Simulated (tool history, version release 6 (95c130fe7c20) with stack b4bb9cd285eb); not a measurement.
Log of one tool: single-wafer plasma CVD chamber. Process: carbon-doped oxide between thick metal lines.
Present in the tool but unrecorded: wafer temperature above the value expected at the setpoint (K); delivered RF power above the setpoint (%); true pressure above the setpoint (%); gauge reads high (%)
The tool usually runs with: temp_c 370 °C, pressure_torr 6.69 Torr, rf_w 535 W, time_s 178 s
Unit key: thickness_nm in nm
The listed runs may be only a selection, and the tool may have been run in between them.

run     day  temp_c  pressure_torr  rf_w  time_s  wafers since the last listed run  hours since the last thermocouple change  hours since the last RF generator calibration  hours since the last manometer calibration  hours since the showerhead was replaced  hours since the gauge calibration  read-back reference wafer on the same gauge, thickness_nm  thickness_nm
  1   0.000     370           6.69   510     178                                 0                                    2141.5                                          774.7                                      1384.6                                   5276.5                              339.3                                                    791.715       785.102
  2   1.358     370           6.69   510     178                               282                                    2174.1                                          807.3                                      1417.2                                   5309.1                              371.9                                                    792.283       788.056
  3   1.875     370           6.69   535     178                               107                                    2186.5                                          819.7                                      1429.6                                   5321.5                              384.3                                                    792.364       821.185
  4   2.942     370           6.69   535     178                               222                                    2212.1                                          845.3                                      1455.2                                   5347.1                              409.9                                                    791.560       824.160
  5   3.629     370           6.69   535     191                               143                                    2228.6                                          861.8                                      1471.7                                   5363.6                              426.4                                                    791.225       882.163
  6   4.167     370           6.69   535     191                               111                                    2241.5                                          874.7                                      1484.6                                   5376.5                              439.3                                                    792.085       884.079
      5.025  -- gauge calibrated
      5.354  -- showerhead replaced
  7   5.412     370           6.69   535     191                               190                                    2271.4                                          904.6                                      1514.5                                      1.4                                9.3                                                    792.017       880.141
  8   6.171     370           6.69   535     178                               157                                    2289.6                                          922.8                                      1532.7                                     19.6                               27.5                                                    791.822       822.741
  9   6.733     370           6.69   535     178                               117                                    2303.1                                          936.3                                      1546.2                                     33.1                               41.0                                                    792.493       823.328
 10   7.646     370           6.69   535     178                               190                                    2325.0                                          958.2                                      1568.1                                     55.0                               62.9                                                    792.228       822.735
      8.058  -- capacitance manometer re-zeroed and calibrated
      9.004  -- RF generator calibrated
 11   9.025     370           7.77   535     148                               148                                    2358.1                                            0.5                                        23.2                                     88.1                               96.0                                                    791.795       725.197
 12   9.779     370           6.69   535     178                               157                                    2376.2                                           18.6                                        41.3                                    106.2                              114.1                                                    791.542       863.012
 13  10.442     377           6.69   575     178                               137                                    2392.1                                           34.5                                        57.2                                    122.1                              130.0                                                    791.877       908.222
 14  11.654     370           6.69   535     178                               252                                    2421.2                                           63.6                                        86.3                                    151.2                              159.1                                                    791.525       853.573
     12.954  -- thermocouple changed; heater temperature recalibrated
 15  12.975     381           5.87   450     178                               205                                       0.5                                           95.3                                       118.0                                    182.9                              190.8                                                    792.025       682.490
 16  14.083     379           6.09   535     178                               230                                      27.1                                          121.9                                       144.6                                    209.5                              217.4                                                    792.348       825.020
 17  14.725     370           6.69   535     210                               133                                      42.5                                          137.3                                       160.0                                    224.9                              232.8                                                    791.478      1000.545
 18  15.488     370           6.69   535     178                               158                                      60.8                                          155.6                                       178.3                                    243.2                              251.1                                                    792.042       851.392
 19  16.725     360           6.69   535     178                               257                                      90.5                                          185.3                                       208.0                                    272.9                              280.8                                                    792.330       861.548

Predict each of these 3 candidate next runs independently; none follows another, all start after run 19:
  A  16.742     370           6.69   535     178                                 3                                      90.9                                          185.7                                       208.4                                    273.3                              281.2                                                          ?             ?
  B  16.742     356           5.46   450     157                                 3                                      90.9                                          185.7                                       208.4                                    273.3                              281.2                                                          ?             ?
  C  16.742     363           7.22   535     147                                 3                                      90.9                                          185.7                                       208.4                                    273.3                              281.2                                                          ?             ?

run  read-back reference wafer on the same gauge, thickness_nm  thickness_nm
  A                                                    792.373       844.392
  B                                                    792.373       620.744
  C                                                    792.373       711.567
With no hidden state in the tool, these same runs would have given:
run  thickness_nm
  A       874.201
  B       646.867
  C       736.688
